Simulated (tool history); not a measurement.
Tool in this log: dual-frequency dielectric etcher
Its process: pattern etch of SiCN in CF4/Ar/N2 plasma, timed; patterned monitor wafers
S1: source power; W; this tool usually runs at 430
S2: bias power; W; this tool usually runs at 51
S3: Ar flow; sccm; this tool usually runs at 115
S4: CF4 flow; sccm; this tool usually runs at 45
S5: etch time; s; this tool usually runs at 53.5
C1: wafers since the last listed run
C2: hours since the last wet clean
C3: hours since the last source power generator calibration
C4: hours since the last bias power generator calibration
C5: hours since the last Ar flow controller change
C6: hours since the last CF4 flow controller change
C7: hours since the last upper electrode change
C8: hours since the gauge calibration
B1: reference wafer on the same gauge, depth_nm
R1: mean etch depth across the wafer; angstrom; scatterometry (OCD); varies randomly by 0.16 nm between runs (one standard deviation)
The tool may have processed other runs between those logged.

{"run": 1, "hour": 0.0, "S1": 430, "S2": 51, "S3": 115, "S4": 45, "S5": 53.5, "C1": 0, "C2": 493.0, "C3": 20.5, "C4": 3276.0, "C5": 2771.3, "C6": 33.4, "C7": 5233.3, "C8": 434.7, "B1": 31.42, "R1": 351.7}
{"run": 2, "hour": 15.4, "S1": 430, "S2": 41, "S3": 115, "S4": 51, "S5": 64.0, "C1": 253, "C2": 508.4, "C3": 35.9, "C4": 3291.4, "C5": 2786.7, "C6": 48.8, "C7": 5248.7, "C8": 450.1, "B1": 31.37, "R1": 408.5}
{"run": 3, "hour": 28.7, "S1": 430, "S2": 51, "S3": 132, "S4": 51, "S5": 53.5, "C1": 219, "C2": 521.7, "C3": 49.2, "C4": 3304.7, "C5": 2800.0, "C6": 62.1, "C7": 5262.0, "C8": 463.4, "B1": 31.46, "R1": 350.9}
{"hour": 33.9, "done": "gauge calibrated"}
{"hour": 42.9, "done": "Ar flow controller replaced"}
{"run": 4, "hour": 43.4, "S1": 340, "S2": 61, "S3": 115, "S4": 45, "S5": 53.5, "C1": 143, "C2": 536.4, "C3": 63.9, "C4": 3319.4, "C5": 0.5, "C6": 76.8, "C7": 5276.7, "C8": 9.5, "B1": 31.42, "R1": 294.6}
{"hour": 55.8, "done": "bias power generator calibrated"}
{"run": 5, "hour": 56.3, "S1": 350, "S2": 51, "S3": 115, "S4": 53, "S5": 53.5, "C1": 146, "C2": 549.3, "C3": 76.8, "C4": 0.5, "C5": 13.4, "C6": 89.7, "C7": 5289.6, "C8": 22.4, "B1": 31.38, "R1": 295.3}
{"run": 6, "hour": 62.2, "S1": 430, "S2": 51, "S3": 115, "S4": 45, "S5": 53.5, "C1": 97, "C2": 555.2, "C3": 82.7, "C4": 6.4, "C5": 19.3, "C6": 95.6, "C7": 5295.5, "C8": 28.3, "B1": 31.39, "R1": 355.8}
{"run": 7, "hour": 88.4, "S1": 430, "S2": 60, "S3": 115, "S4": 45, "S5": 62.5, "C1": 431, "C2": 581.4, "C3": 108.9, "C4": 32.6, "C5": 45.5, "C6": 121.8, "C7": 5321.7, "C8": 54.5, "B1": 31.42, "R1": 437.9}
{"run": 8, "hour": 104.1, "S1": 430, "S2": 44, "S3": 115, "S4": 45, "S5": 53.5, "C1": 258, "C2": 597.1, "C3": 124.6, "C4": 48.3, "C5": 61.2, "C6": 137.5, "C7": 5337.4, "C8": 70.2, "B1": 31.38, "R1": 336.1}
{"run": 9, "hour": 115.9, "S1": 430, "S2": 51, "S3": 115, "S4": 45, "S5": 53.5, "C1": 194, "C2": 608.9, "C3": 136.4, "C4": 60.1, "C5": 73.0, "C6": 149.3, "C7": 5349.2, "C8": 82.0, "B1": 31.4, "R1": 353.9}
{"run": 10, "hour": 132.8, "S1": 430, "S2": 39, "S3": 97, "S4": 42, "S5": 59.5, "C1": 278, "C2": 625.8, "C3": 153.3, "C4": 77.0, "C5": 89.9, "C6": 166.2, "C7": 5366.1, "C8": 98.9, "B1": 31.39, "R1": 373.0}
{"hour": 165.8, "done": "wet clean of the chamber"}
{"hour": 180.3, "done": "upper electrode replaced"}
{"run": 11, "hour": 180.8, "S1": 430, "S2": 51, "S3": 115, "S4": 45, "S5": 63.0, "C1": 156, "C2": 15.0, "C3": 201.3, "C4": 125.0, "C5": 137.9, "C6": 214.2, "C7": 0.5, "C8": 146.9, "B1": 31.38, "R1": 407.9}
{"run": 12, "hour": 181.1, "S1": 380, "S2": 38, "S3": 115, "S4": 45, "S5": 53.5, "C1": 4, "C2": 15.3, "C3": 201.6, "C4": 125.3, "C5": 138.2, "C6": 214.5, "C7": 0.8, "C8": 147.2, "B1": 31.42, "R1": 273.3}
{"run": 13, "hour": 181.5, "S1": 430, "S2": 51, "S3": 115, "S4": 52, "S5": 42.5, "C1": 6, "C2": 15.7, "C3": 202.0, "C4": 125.7, "C5": 138.6, "C6": 214.9, "C7": 1.2, "C8": 147.6, "B1": 31.4, "R1": 285.4}
{"run": 14, "hour": 194.2, "S1": 430, "S2": 51, "S3": 115, "S4": 45, "S5": 53.5, "C1": 209, "C2": 28.4, "C3": 214.7, "C4": 138.4, "C5": 151.3, "C6": 227.6, "C7": 13.9, "C8": 160.3, "B1": 31.34, "R1": 344.3}
{"run": 15, "hour": 212.0, "S1": 430, "S2": 51, "S3": 132, "S4": 51, "S5": 53.5, "C1": 293, "C2": 46.2, "C3": 232.5, "C4": 156.2, "C5": 169.1, "C6": 245.4, "C7": 31.7, "C8": 178.1, "B1": 31.44, "R1": 344.7}
{"run": 16, "hour": 244.5, "S1": 530, "S2": 51, "S3": 115, "S4": 45, "S5": 46.0, "C1": 535, "C2": 78.7, "C3": 265.0, "C4": 188.7, "C5": 201.6, "C6": 277.9, "C7": 64.2, "C8": 210.6, "B1": 31.41, "R1": 368.6}
{"run": 17, "hour": 274.5, "S1": 430, "S2": 51, "S3": 115, "S4": 54, "S5": 53.5, "C1": 494, "C2": 108.7, "C3": 295.0, "C4": 218.7, "C5": 231.6, "C6": 307.9, "C7": 94.2, "C8": 240.6, "B1": 31.4, "R1": 363.4}
{"run": 18, "hour": 292.3, "S1": 500, "S2": 51, "S3": 115, "S4": 45, "S5": 44.5, "C1": 293, "C2": 126.5, "C3": 312.8, "C4": 236.5, "C5": 249.4, "C6": 325.7, "C7": 112.0, "C8": 258.4, "B1": 31.44, "R1": 338.3}
{"run": 19, "hour": 309.9, "S1": 430, "S2": 44, "S3": 115, "S4": 45, "S5": 53.5, "C1": 290, "C2": 144.1, "C3": 330.4, "C4": 254.1, "C5": 267.0, "C6": 343.3, "C7": 129.6, "C8": 276.0, "B1": 31.38, "R1": 331.2}
{"run": 20, "hour": 322.3, "S1": 490, "S2": 51, "S3": 96, "S4": 53, "S5": 53.5, "C1": 204, "C2": 156.5, "C3": 342.8, "C4": 266.5, "C5": 279.4, "C6": 355.7, "C7": 142.0, "C8": 288.4, "B1": 31.35, "R1": 443.6}
{"run": 21, "hour": 335.8, "S1": 360, "S2": 51, "S3": 115, "S4": 48, "S5": 53.5, "C1": 222, "C2": 170.0, "C3": 356.3, "C4": 280.0, "C5": 292.9, "C6": 369.2, "C7": 155.5, "C8": 301.9, "B1": 31.34, "R1": 293.1}

Run 22, settings as shown, results not yet in. Your forecast:
{"run": 22, "hour": 349.1, "S1": 430, "S2": 51, "S3": 135, "S4": 45, "S5": 53.5, "C1": 219, "C2": 183.3, "C3": 369.6, "C4": 293.3, "C5": 306.2, "C6": 382.5, "C7": 168.8, "C8": 315.2, "B1": "?", "R1": "?"}

B1: 31.40
R1: 333.6 angstrom
Take away the tool's hidden state, keep the run-to-run variation as it was, and the same run would have given R1 331.7 angstrom.
